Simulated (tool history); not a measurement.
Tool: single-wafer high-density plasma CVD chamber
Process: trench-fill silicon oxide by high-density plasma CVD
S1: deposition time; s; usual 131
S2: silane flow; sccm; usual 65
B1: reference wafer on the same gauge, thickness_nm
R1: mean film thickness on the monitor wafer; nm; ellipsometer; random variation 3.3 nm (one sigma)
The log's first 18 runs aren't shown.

run    hour   S1  S2       B1        R1
 19  1374.4  110  72  832.428   801.849
 20  1444.9  110  72  832.948   799.277
 21  1534.7  125  57  834.548   721.128
 22  1592.9  125  57  834.892    719.55
 23  1638.6  125  57  833.972   722.995
 24  1714.3  150  61    834.5   926.999
 25  1751.3  152  73  834.417  1117.746
 26    1838  143  53  835.812   770.357
 27  1941.5  131  65  835.367   856.637
 28  1988.7  106  70   836.38   753.441
 29  2035.7  118  65  836.208   777.905
 30  2086.6  131  65  835.769   866.227
 31    2160  106  77  835.519   831.236
     2221.4  -- silane flow controller replaced
 32  2221.9  108  65  837.716   716.173
 33  2283.6  152  74  837.605  1144.094
 34  2352.5  131  65  837.245   865.429
 35  2426.4  111  73  837.742   823.344
 36  2479.9  105  65  837.713    695.24
 37    2523  131  56  836.697   748.902
 38  2623.6  117  71  838.089   847.967
     2713.3  -- gauge calibrated
 39  2721.1  112  74  808.906   807.997
 40  2799.5  123  70  811.646   850.584
 41  2838.2  105  73  812.287   757.618
 42  2892.9  131  60  815.389   780.013
 43  3080.9  153  74  819.887  1128.296

Forecast run 44:
 44  3225.9  142  74   ?   ?

B1: 823.24
R1: 1047.085 nm
Without the tool's hidden state the same run would have given R1 1033.342 nm.

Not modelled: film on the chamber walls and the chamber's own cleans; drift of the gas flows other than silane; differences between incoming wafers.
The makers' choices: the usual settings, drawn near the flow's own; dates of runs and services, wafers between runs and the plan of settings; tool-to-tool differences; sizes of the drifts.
